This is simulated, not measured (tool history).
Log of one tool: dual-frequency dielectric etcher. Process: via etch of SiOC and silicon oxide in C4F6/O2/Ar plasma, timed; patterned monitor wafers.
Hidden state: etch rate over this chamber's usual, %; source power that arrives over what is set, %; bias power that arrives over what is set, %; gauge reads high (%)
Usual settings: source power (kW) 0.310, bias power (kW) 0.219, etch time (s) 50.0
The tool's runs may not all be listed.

run,hour,source power (kW),bias power (kW),etch time (s),wafers since the last listed run,hours since the last wet clean,hours since the last source power generator calibration,hours since the last bias power generator calibration,hours since the last upper electrode change,hours since the gauge calibration,"read-back reference wafer on the same gauge, depth_nm",mean etch depth across the wafer (nm)
1,0.0,0.310,0.193,42.5,0,338.6,2632.9,2022.1,4384.3,209.6,62.7,46.0
2,17.8,0.330,0.244,50.0,174,356.4,2650.7,2039.9,4402.1,227.4,62.7,63.4
3,29.6,0.330,0.244,50.0,115,368.2,2662.5,2051.7,4413.9,239.2,62.8,63.6
4,36.1,0.310,0.219,59.5,63,374.7,2669.0,2058.2,4420.4,245.7,62.7,69.3
5,47.1,0.310,0.219,59.5,107,385.7,2680.0,2069.2,4431.4,256.7,62.7,69.1
# hour 52.8: bias power generator calibrated
# hour 81.3: upper electrode replaced
6,81.8,0.310,0.219,50.0,65,420.4,2714.7,29.0,0.5,291.4,62.7,58.4
7,82.1,0.310,0.219,50.0,2,420.7,2715.0,29.3,0.8,291.7,62.7,58.5
8,84.8,0.310,0.219,50.0,26,423.4,2717.7,32.0,3.5,294.4,62.7,58.5
9,95.3,0.280,0.166,60.0,102,433.9,2728.2,42.5,14.0,304.9,62.7,56.5
10,109.5,0.310,0.219,50.0,139,448.1,2742.4,56.7,28.2,319.1,62.7,58.8
11,120.1,0.260,0.175,59.0,103,458.7,2753.0,67.3,38.8,329.7,62.7,55.3
# hour 120.5: gauge calibrated
# hour 147.6: wet clean of the chamber
12,148.1,0.380,0.219,50.0,39,0.5,2781.0,95.3,66.8,27.6,62.7,63.2
13,148.5,0.310,0.219,56.0,3,0.9,2781.4,95.7,67.2,28.0,62.7,64.3
14,148.8,0.260,0.189,62.5,2,1.2,2781.7,96.0,67.5,28.3,62.7,60.3
15,155.2,0.310,0.219,39.5,62,7.6,2788.1,102.4,73.9,34.7,62.7,45.2
# hour 163.4: source power generator calibrated
16,168.4,0.310,0.219,50.0,90,20.8,5.0,115.6,87.1,47.9,62.7,57.4
17,182.1,0.310,0.219,50.0,134,34.5,18.7,129.3,100.8,61.6,62.7,57.4
18,189.5,0.310,0.219,50.0,72,41.9,26.1,136.7,108.2,69.0,62.6,57.5
19,199.6,0.250,0.179,50.0,98,52.0,36.2,146.8,118.3,79.1,62.7,45.7
20,213.4,0.310,0.236,50.0,135,65.8,50.0,160.6,132.1,92.9,62.7,60.1
21,230.8,0.310,0.219,50.0,170,83.2,67.4,178.0,149.5,110.3,62.7,57.4
22,245.2,0.350,0.178,58.5,141,97.6,81.8,192.4,163.9,124.7,62.7,63.8
23,261.1,0.310,0.196,50.0,155,113.5,97.7,208.3,179.8,140.6,62.7,54.2
24,276.5,0.280,0.219,64.0,150,128.9,113.1,223.7,195.2,156.0,62.7,69.9
25,291.3,0.310,0.167,63.5,144,143.7,127.9,238.5,210.0,170.8,62.7,63.0
26,302.6,0.370,0.170,45.0,110,155.0,139.2,249.8,221.3,182.1,62.7,49.1
27,318.8,0.230,0.219,50.0,158,171.2,155.4,266.0,237.5,198.3,62.7,49.1
28,326.6,0.310,0.219,50.0,76,179.0,163.2,273.8,245.3,206.1,62.7,57.5
29,343.9,0.260,0.219,39.0,169,196.3,180.5,291.1,262.6,223.4,62.7,41.2
30,353.9,0.310,0.170,64.0,97,206.3,190.5,301.1,272.6,233.4,62.7,64.3
31,362.3,0.390,0.219,37.5,82,214.7,198.9,309.5,281.0,241.8,62.7,48.8

Measured less the same run without the tool's hidden state. The same run-to-run variation is in both; the gauge's scatter may not be:
run,mean etch depth across the wafer (nm)
1,+0.7
2,+1.0
3,+1.0
4,+1.2
5,+1.2
6,+1.1
7,+1.1
8,+1.1
9,+1.1
10,+1.2
11,+1.1
12,+0.0
13,+0.0
14,+0.0
15,+0.0
16,+0.0
17,+0.0
18,+0.1
19,+0.1
20,+0.2
21,+0.2
22,+0.3
23,+0.3
24,+0.4
25,+0.4
26,+0.3
27,+0.4
28,+0.5
29,+0.4
30,+0.6
31,+0.5
